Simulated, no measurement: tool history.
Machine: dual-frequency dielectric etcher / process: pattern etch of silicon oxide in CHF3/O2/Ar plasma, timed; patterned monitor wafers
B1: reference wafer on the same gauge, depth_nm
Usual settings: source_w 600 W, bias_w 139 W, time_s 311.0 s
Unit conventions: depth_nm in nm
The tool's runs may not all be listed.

Run 1, day 0.000: usual settings; B1 552.0. Result: depth_nm 534.7 nm.
Run 2, day 1.946: usual settings but source_w 500 W, bias_w 119 W; B1 552.2. Result: depth_nm 466.2 nm.
Run 3, day 5.788: usual settings but source_w 500 W, bias_w 119 W; B1 552.3. Result: depth_nm 469.8 nm.
At day 9.046: wet clean of the chamber.
Run 4, day 9.771: usual settings but source_w 500 W, bias_w 119 W; B1 552.1. Result: depth_nm 466.9 nm.
Run 5, day 11.792: usual settings; B1 553.0. Result: depth_nm 534.1 nm.
At day 13.017: source power generator calibrated.
Run 6, day 14.429: usual settings; B1 551.3. Result: depth_nm 534.1 nm.
Run 7, day 18.242: usual settings; B1 552.2. Result: depth_nm 535.8 nm.
Run 8, day 20.367: usual settings but source_w 460 W, bias_w 106 W, time_s 353.0 s; B1 552.4. Result: depth_nm 488.8 nm.
Run 9, day 22.758: usual settings but source_w 700 W, bias_w 128 W; B1 552.2. Result: depth_nm 559.1 nm.
Run 10, day 25.729: usual settings but time_s 393.5 s; B1 552.0. Result: depth_nm 679.6 nm.
Run 11, day 27.567: usual settings but source_w 660 W, bias_w 148 W, time_s 244.0 s; B1 552.2. Result: depth_nm 448.5 nm.
Run 12, day 31.288: usual settings but source_w 530 W, time_s 279.0 s; B1 552.4. Result: depth_nm 456.1 nm.
At day 34.892: bias power generator calibrated.
Run 13, day 34.912: usual settings but bias_w 117 W, time_s 257.0 s; B1 551.4. Result: depth_nm 416.6 nm.
At day 36.662: wet clean of the chamber.
Run 14, day 36.683: usual settings but source_w 710 W, bias_w 153 W, time_s 237.0 s; B1 551.5. Result: depth_nm 453.8 nm.
Run 15, day 38.592: usual settings; B1 552.3. Result: depth_nm 536.2 nm.
At day 42.038: gauge calibrated.
Run 16, day 42.704: usual settings; B1 551.6. Result: depth_nm 533.2 nm.
Run 17, day 46.412: usual settings but bias_w 111 W; B1 552.4. Result: depth_nm 494.0 nm.
Run 18, day 49.333: usual settings; B1 552.0. Result: depth_nm 536.5 nm.
Run 19, day 53.438: usual settings but bias_w 153 W; B1 552.3. Result: depth_nm 553.3 nm.
Run 20, day 55.283: usual settings but source_w 500 W, bias_w 173 W, time_s 381.0 s; B1 552.0. Result: depth_nm 653.3 nm.
Run 21, day 58.092: usual settings but source_w 500 W, bias_w 119 W; B1 551.8. Result: depth_nm 470.8 nm.
At day 61.204: wet clean of the chamber.
Run 22, day 61.946: usual settings but time_s 366.5 s; B1 552.0. Result: depth_nm 632.4 nm.
Run 23, day 65.579: usual settings; B1 551.7. Result: depth_nm 537.2 nm.
Run 24, day 70.050: usual settings but bias_w 153 W; B1 552.3. Result: depth_nm 551.8 nm.
Run 25, day 73.146: usual settings but time_s 397.5 s; B1 552.3. Result: depth_nm 685.1 nm.
Run 26, day 79.379: usual settings but bias_w 168 W; B1 552.6. Result: depth_nm 571.1 nm.
Run 27, day 81.638: usual settings; B1 552.0. Result: depth_nm 536.2 nm.
At day 85.058: upper electrode replaced.
Run 28, day 85.200: usual settings but source_w 460 W, bias_w 112 W, time_s 254.0 s; B1 552.1. Result: depth_nm 361.4 nm.
Run 29, day 88.417: usual settings but source_w 550 W; B1 552.1. Result: depth_nm 515.4 nm.
At day 91.729: wet clean of the chamber.
Run 30, day 92.775: usual settings but source_w 520 W, bias_w 167 W, time_s 287.0 s; B1 552.1. Result: depth_nm 498.6 nm.

What was the tool's hidden state at every run in the log?
etch rate over this chamber's usual, %: 0 in every run
source power that arrives over what is set, %: 0 in every run
bias power that arrives over what is set, %: 0 in every run
gauge reads high (%): 0 in every run
